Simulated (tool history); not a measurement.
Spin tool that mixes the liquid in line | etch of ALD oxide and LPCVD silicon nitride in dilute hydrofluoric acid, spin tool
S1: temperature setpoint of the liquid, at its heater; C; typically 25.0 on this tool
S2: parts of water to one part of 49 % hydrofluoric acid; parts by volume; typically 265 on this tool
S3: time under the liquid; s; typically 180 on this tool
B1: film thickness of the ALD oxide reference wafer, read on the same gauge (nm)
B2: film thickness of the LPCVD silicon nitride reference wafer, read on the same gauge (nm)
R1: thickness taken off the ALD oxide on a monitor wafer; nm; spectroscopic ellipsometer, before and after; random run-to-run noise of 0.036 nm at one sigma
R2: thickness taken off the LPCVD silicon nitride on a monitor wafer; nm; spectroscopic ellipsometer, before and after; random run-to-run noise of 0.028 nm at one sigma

{"run": 1, "hour": 0.0, "S1": 25.0, "S2": 265, "S3": 180, "B1": 49.97, "B2": 149.995, "R1": 7.37, "R2": 0.439}
{"run": 2, "hour": 35.6, "S1": 25.0, "S2": 265, "S3": 180, "B1": 49.99, "B2": 149.994, "R1": 7.39, "R2": 0.515}
{"run": 3, "hour": 62.0, "S1": 25.0, "S2": 265, "S3": 180, "B1": 49.99, "B2": 149.993, "R1": 7.3, "R2": 0.5}
{"run": 4, "hour": 92.6, "S1": 25.0, "S2": 265, "S3": 180, "B1": 50.0, "B2": 150.022, "R1": 7.4, "R2": 0.489}
{"run": 5, "hour": 107.9, "S1": 25.0, "S2": 265, "S3": 180, "B1": 49.99, "B2": 149.999, "R1": 7.31, "R2": 0.431}
{"run": 6, "hour": 120.9, "S1": 25.0, "S2": 265, "S3": 180, "B1": 49.97, "B2": 149.998, "R1": 7.34, "R2": 0.503}
{"run": 7, "hour": 141.1, "S1": 25.0, "S2": 170, "S3": 145, "B1": 49.97, "B2": 150.011, "R1": 10.2, "R2": 0.644}
{"run": 8, "hour": 158.8, "S1": 25.0, "S2": 265, "S3": 180, "B1": 50.05, "B2": 150.0, "R1": 7.41, "R2": 0.457}
{"hour": 162.7, "done": "hydrofluoric acid flow meter replaced"}
{"run": 9, "hour": 185.0, "S1": 26.5, "S2": 150, "S3": 180, "B1": 49.97, "B2": 150.01, "R1": 14.63, "R2": 0.873}
{"hour": 193.5, "done": "gauge calibrated"}
{"run": 10, "hour": 198.8, "S1": 29.5, "S2": 335, "S3": 75, "B1": 50.0, "B2": 149.989, "R1": 2.47, "R2": 0.183}
{"run": 11, "hour": 234.2, "S1": 25.0, "S2": 325, "S3": 90, "B1": 49.99, "B2": 149.996, "R1": 2.66, "R2": 0.177}
{"run": 12, "hour": 258.2, "S1": 25.0, "S2": 355, "S3": 220, "B1": 50.0, "B2": 150.0, "R1": 5.83, "R2": 0.421}
{"run": 13, "hour": 279.0, "S1": 25.0, "S2": 350, "S3": 180, "B1": 50.0, "B2": 150.012, "R1": 4.82, "R2": 0.366}
{"run": 14, "hour": 308.1, "S1": 21.0, "S2": 265, "S3": 180, "B1": 50.02, "B2": 149.994, "R1": 6.05, "R2": 0.344}
{"run": 15, "hour": 333.9, "S1": 23.0, "S2": 165, "S3": 245, "B1": 50.05, "B2": 150.013, "R1": 15.84, "R2": 0.832}
{"hour": 339.6, "done": "thermometer replaced"}
{"run": 16, "hour": 349.8, "S1": 25.0, "S2": 265, "S3": 180, "B1": 49.99, "B2": 150.001, "R1": 6.96, "R2": 0.513}
{"run": 17, "hour": 385.1, "S1": 28.0, "S2": 395, "S3": 150, "B1": 50.03, "B2": 149.991, "R1": 3.79, "R2": 0.302}
{"run": 18, "hour": 412.1, "S1": 22.5, "S2": 265, "S3": 180, "B1": 49.99, "B2": 150.011, "R1": 6.35, "R2": 0.364}
{"run": 19, "hour": 436.7, "S1": 25.0, "S2": 265, "S3": 180, "B1": 49.97, "B2": 150.015, "R1": 7.02, "R2": 0.46}
{"run": 20, "hour": 463.1, "S1": 22.0, "S2": 265, "S3": 180, "B1": 49.97, "B2": 149.992, "R1": 6.37, "R2": 0.387}
{"run": 21, "hour": 484.8, "S1": 20.5, "S2": 320, "S3": 180, "B1": 49.97, "B2": 150.006, "R1": 4.7, "R2": 0.281}
{"run": 22, "hour": 500.8, "S1": 21.5, "S2": 310, "S3": 120, "B1": 50.05, "B2": 150.003, "R1": 3.35, "R2": 0.201}
{"run": 23, "hour": 533.4, "S1": 28.5, "S2": 195, "S3": 275, "B1": 50.01, "B2": 150.004, "R1": 17.76, "R2": 1.163}
{"run": 24, "hour": 559.8, "S1": 28.5, "S2": 265, "S3": 70, "B1": 50.0, "B2": 149.991, "R1": 3.08, "R2": 0.211}
{"run": 25, "hour": 589.2, "S1": 25.0, "S2": 265, "S3": 180, "B1": 49.98, "B2": 150.006, "R1": 7.02, "R2": 0.462}

Consider 5 possible next runs. They are alternatives, not a sequence: every one starts from the tool as it was left by run 25. What does each give?
{"run": "A", "hour": 589.7, "S1": 25.0, "S2": 370, "S3": 180, "B1": "?", "B2": "?", "R1": "?", "R2": "?"}
{"run": "B", "hour": 589.7, "S1": 25.0, "S2": 265, "S3": 125, "B1": "?", "B2": "?", "R1": "?", "R2": "?"}
{"run": "C", "hour": 589.7, "S1": 27.0, "S2": 220, "S3": 180, "B1": "?", "B2": "?", "R1": "?", "R2": "?"}
{"run": "D", "hour": 589.7, "S1": 21.0, "S2": 205, "S3": 280, "B1": "?", "B2": "?", "R1": "?", "R2": "?"}
{"run": "E", "hour": 589.7, "S1": 23.5, "S2": 190, "S3": 180, "B1": "?", "B2": "?", "R1": "?", "R2": "?"}

run=A B1=50.01 B2=150.019 R1=4.51 R2=0.354
run=B B1=50.01 B2=150.019 R1=4.84 R2=0.343
run=C B1=50.01 B2=150.019 R1=9.44 R2=0.673
run=D B1=50.01 B2=150.019 R1=12.85 R2=0.769
run=E B1=50.01 B2=150.019 R1=9.95 R2=0.626
Had the tool no hidden state, the same runs would have come out as:
run=A R1=4.43 R2=0.350
run=B R1=4.76 R2=0.339
run=C R1=9.30 R2=0.665
run=D R1=12.66 R2=0.760
run=E R1=9.80 R2=0.618
